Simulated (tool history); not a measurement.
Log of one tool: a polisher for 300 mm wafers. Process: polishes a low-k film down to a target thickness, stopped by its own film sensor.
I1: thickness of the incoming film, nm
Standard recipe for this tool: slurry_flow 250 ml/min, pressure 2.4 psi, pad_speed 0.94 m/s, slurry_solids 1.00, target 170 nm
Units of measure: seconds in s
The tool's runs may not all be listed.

{"run": 1, "hour": 0.0, "slurry_flow": 250, "pressure": 1.9, "pad_speed": 0.94, "slurry_solids": 1.0, "target": 170, "I1": 206.7, "seconds": 122.8}
{"run": 2, "hour": 68.9, "slurry_flow": 250, "pressure": 1.9, "pad_speed": 0.94, "slurry_solids": 1.0, "target": 170, "I1": 210.2, "seconds": 142.0}
{"run": 3, "hour": 93.6, "slurry_flow": 250, "pressure": 3.0, "pad_speed": 0.94, "slurry_solids": 1.0, "target": 157, "I1": 206.9, "seconds": 108.5}
{"hour": 129.5, "done": "head pressure recalibrated"}
{"hour": 158.2, "done": "slurry blender recalibrated"}
{"run": 4, "hour": 163.1, "slurry_flow": 250, "pressure": 2.4, "pad_speed": 0.94, "slurry_solids": 1.0, "target": 170, "I1": 210.0, "seconds": 103.1}
{"hour": 184.4, "done": "worn pad replaced by a new one"}
{"run": 5, "hour": 231.4, "slurry_flow": 250, "pressure": 2.8, "pad_speed": 0.94, "slurry_solids": 1.0, "target": 175, "I1": 214.0, "seconds": 83.8}
{"hour": 262.4, "done": "slurry nozzle cleaned"}
{"run": 6, "hour": 268.9, "slurry_flow": 250, "pressure": 3.1, "pad_speed": 0.94, "slurry_solids": 1.0, "target": 170, "I1": 212.9, "seconds": 85.8}
{"run": 7, "hour": 306.9, "slurry_flow": 250, "pressure": 2.4, "pad_speed": 0.94, "slurry_solids": 1.0, "target": 158, "I1": 208.6, "seconds": 129.4}
{"run": 8, "hour": 362.5, "slurry_flow": 250, "pressure": 2.4, "pad_speed": 0.82, "slurry_solids": 0.8, "target": 170, "I1": 214.1, "seconds": 146.8}
{"run": 9, "hour": 405.8, "slurry_flow": 250, "pressure": 2.1, "pad_speed": 0.94, "slurry_solids": 0.85, "target": 170, "I1": 211.7, "seconds": 138.1}
{"hour": 414.0, "done": "conditioning disc replaced and pad reconditioned"}
{"run": 10, "hour": 438.2, "slurry_flow": 250, "pressure": 2.4, "pad_speed": 0.94, "slurry_solids": 1.0, "target": 177, "I1": 208.2, "seconds": 80.5}
{"run": 11, "hour": 500.2, "slurry_flow": 185, "pressure": 2.4, "pad_speed": 0.94, "slurry_solids": 1.0, "target": 170, "I1": 214.0, "seconds": 122.6}
{"run": 12, "hour": 549.5, "slurry_flow": 250, "pressure": 1.8, "pad_speed": 0.94, "slurry_solids": 0.85, "target": 170, "I1": 210.5, "seconds": 162.0}
{"hour": 586.0, "done": "worn pad replaced by a new one"}
{"run": 13, "hour": 604.4, "slurry_flow": 250, "pressure": 2.0, "pad_speed": 0.94, "slurry_solids": 1.0, "target": 170, "I1": 209.4, "seconds": 131.4}
{"run": 14, "hour": 633.7, "slurry_flow": 250, "pressure": 2.4, "pad_speed": 1.16, "slurry_solids": 1.0, "target": 170, "I1": 213.1, "seconds": 103.3}
{"hour": 656.9, "done": "slurry blender recalibrated"}
{"run": 15, "hour": 691.0, "slurry_flow": 250, "pressure": 2.4, "pad_speed": 0.94, "slurry_solids": 1.1, "target": 170, "I1": 212.2, "seconds": 102.6}
{"run": 16, "hour": 717.2, "slurry_flow": 250, "pressure": 2.4, "pad_speed": 0.94, "slurry_solids": 1.0, "target": 170, "I1": 210.5, "seconds": 102.8}
{"run": 17, "hour": 767.3, "slurry_flow": 165, "pressure": 2.4, "pad_speed": 0.72, "slurry_solids": 1.0, "target": 164, "I1": 209.4, "seconds": 146.5}
{"run": 18, "hour": 793.1, "slurry_flow": 250, "pressure": 3.2, "pad_speed": 0.94, "slurry_solids": 1.0, "target": 176, "I1": 210.2, "seconds": 65.8}
{"run": 19, "hour": 858.1, "slurry_flow": 250, "pressure": 2.7, "pad_speed": 0.94, "slurry_solids": 1.0, "target": 170, "I1": 211.3, "seconds": 94.9}
{"run": 20, "hour": 894.5, "slurry_flow": 335, "pressure": 2.4, "pad_speed": 0.94, "slurry_solids": 1.2, "target": 170, "I1": 209.9, "seconds": 92.6}
{"run": 21, "hour": 937.6, "slurry_flow": 250, "pressure": 1.9, "pad_speed": 0.94, "slurry_solids": 0.75, "target": 170, "I1": 214.7, "seconds": 183.1}
{"run": 22, "hour": 968.6, "slurry_flow": 250, "pressure": 2.4, "pad_speed": 0.94, "slurry_solids": 1.0, "target": 170, "I1": 209.2, "seconds": 104.4}

What does the tool deliver on the next run?
{"hour": 983.6, "done": "worn pad replaced by a new one"}
{"hour": 1040.0, "done": "conditioning disc replaced and pad reconditioned"}
{"run": 23, "hour": 1040.5, "slurry_flow": 165, "pressure": 1.9, "pad_speed": 0.94, "slurry_solids": 1.0, "target": 170, "I1": 211.0, "seconds": "?"}

For run 23 the tool returned seconds 149.4 s.
With no hidden state in the tool, this same run would have given seconds 136.3 s.

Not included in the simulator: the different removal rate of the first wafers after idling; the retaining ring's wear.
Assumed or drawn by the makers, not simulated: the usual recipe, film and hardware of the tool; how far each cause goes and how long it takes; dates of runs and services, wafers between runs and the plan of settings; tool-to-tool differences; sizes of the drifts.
